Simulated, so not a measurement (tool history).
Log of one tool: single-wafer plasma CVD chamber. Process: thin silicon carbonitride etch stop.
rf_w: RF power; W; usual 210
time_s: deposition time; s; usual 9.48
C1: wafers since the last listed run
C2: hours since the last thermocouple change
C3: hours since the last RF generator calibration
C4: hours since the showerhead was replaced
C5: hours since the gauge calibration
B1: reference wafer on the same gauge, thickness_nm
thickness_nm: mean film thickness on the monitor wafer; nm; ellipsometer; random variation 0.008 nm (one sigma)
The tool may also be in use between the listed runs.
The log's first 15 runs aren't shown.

Run 16, hour 854.2: usual settings; C1 793; C2 1387.8; C3 52.8; C4 7412.5; C5 404.1; B1 6.091. Result: thickness_nm 5.337 nm.
Run 17, hour 911.8: usual settings but rf_w 240 W, time_s 8.8 s; C1 1553; C2 1445.4; C3 110.4; C4 7470.1; C5 461.7; B1 6.091. Result: thickness_nm 5.187 nm.
Run 18, hour 942.1: usual settings but rf_w 240 W, time_s 8.43 s; C1 817; C2 1475.7; C3 140.7; C4 7500.4; C5 492; B1 6.088. Result: thickness_nm 4.953 nm.
Run 19, hour 968: usual settings; C1 698; C2 1501.6; C3 166.6; C4 7526.3; C5 517.9; B1 6.092. Result: thickness_nm 5.325 nm.
At hour 991.3: showerhead replaced.
Run 20, hour 1036.3: usual settings but rf_w 180 W, time_s 7.97 s; C1 1626; C2 1569.9; C3 234.9; C4 45; C5 586.2; B1 6.088. Result: thickness_nm 4.24 nm.
Run 21, hour 1100.1: usual settings; C1 1721; C2 1633.7; C3 298.7; C4 108.8; C5 650; B1 6.091. Result: thickness_nm 5.312 nm.
Run 22, hour 1151.5: usual settings but rf_w 190 W; C1 1386; C2 1685.1; C3 350.1; C4 160.2; C5 701.4; B1 6.087. Result: thickness_nm 5.138 nm.
Run 23, hour 1199.6: usual settings but rf_w 170 W, time_s 8.44 s; C1 1297; C2 1733.2; C3 398.2; C4 208.3; C5 749.5; B1 6.093. Result: thickness_nm 4.385 nm.
At hour 1235: thermocouple changed; heater temperature recalibrated.
Run 24, hour 1254.8: usual settings but rf_w 245 W, time_s 7.95 s; C1 1273; C2 19.8; C3 453.4; C4 263.5; C5 804.7; B1 6.09. Result: thickness_nm 4.696 nm.
Run 25, hour 1289.8: usual settings but rf_w 235 W; C1 944; C2 54.8; C3 488.4; C4 298.5; C5 839.7; B1 6.093. Result: thickness_nm 5.525 nm.
Run 26, hour 1344.5: usual settings but rf_w 230 W, time_s 10.66 s; C1 1475; C2 109.5; C3 543.1; C4 353.2; C5 894.4; B1 6.088. Result: thickness_nm 6.156 nm.
Run 27, hour 1403.7: usual settings; C1 1597; C2 168.7; C3 602.3; C4 412.4; C5 953.6; B1 6.092. Result: thickness_nm 5.305 nm.
Run 28, hour 1454.4: usual settings but rf_w 220 W, time_s 7.8 s; C1 1367; C2 219.4; C3 653; C4 463.1; C5 1004.3; B1 6.089. Result: thickness_nm 4.436 nm.
Run 29, hour 1511.5: usual settings but rf_w 240 W, time_s 11.08 s; C1 1540; C2 276.5; C3 710.1; C4 520.2; C5 1061.4; B1 6.092. Result: thickness_nm 6.5 nm.
Run 30, hour 1697.6: usual settings but rf_w 230 W, time_s 7.84 s; C1 5020; C2 462.6; C3 896.2; C4 706.3; C5 1247.5; B1 6.088. Result: thickness_nm 4.536 nm.
Run 31, hour 1762.2: usual settings; C1 1742; C2 527.2; C3 960.8; C4 770.9; C5 1312.1; B1 6.089. Result: thickness_nm 5.304 nm.
Run 32, hour 1801.4: usual settings; C1 1057; C2 566.4; C3 1000; C4 810.1; C5 1351.3; B1 6.089. Result: thickness_nm 5.29 nm.
Run 33, hour 1862.1: usual settings but rf_w 230 W, time_s 10.96 s; C1 1637; C2 627.1; C3 1060.7; C4 870.8; C5 1412; B1 6.089. Result: thickness_nm 6.325 nm.
Run 34, hour 1910.1: usual settings but rf_w 170 W, time_s 8.44 s; C1 1294; C2 675.1; C3 1108.7; C4 918.8; C5 1460; B1 6.093. Result: thickness_nm 4.37 nm.
Run 35, hour 1953.1: usual settings but time_s 8.58 s; C1 1160; C2 718.1; C3 1151.7; C4 961.8; C5 1503; B1 6.089. Result: thickness_nm 4.795 nm.

5 ways to go on from here, each from the tool as it stands after run 35. What would each give?
Run A, hour 1953.5: usual settings; C1 10; C2 718.5; C3 1152.1; C4 962.2; C5 1503.4; B1 ?. Result: thickness_nm ?.
Run B, hour 1953.5: usual settings but rf_w 245 W, time_s 8.42 s; C1 10; C2 718.5; C3 1152.1; C4 962.2; C5 1503.4; B1 ?. Result: thickness_nm ?.
Run C, hour 1953.5: usual settings but rf_w 250 W, time_s 10.54 s; C1 10; C2 718.5; C3 1152.1; C4 962.2; C5 1503.4; B1 ?. Result: thickness_nm ?.
Run D, hour 1953.5: usual settings but rf_w 240 W, time_s 10.25 s; C1 10; C2 718.5; C3 1152.1; C4 962.2; C5 1503.4; B1 ?. Result: thickness_nm ?.
Run E, hour 1953.5: usual settings but time_s 9 s; C1 10; C2 718.5; C3 1152.1; C4 962.2; C5 1503.4; B1 ?. Result: thickness_nm ?.

run     B1  thickness_nm
  A  6.091         5.309
  B  6.091         4.975
  C  6.091         6.271
  D  6.091         6.014
  E  6.091         5.041
Without the tool's hidden state the same runs would have given:
run  thickness_nm
  A         5.359
  B         5.022
  C          6.33
  D          6.07
  E         5.088
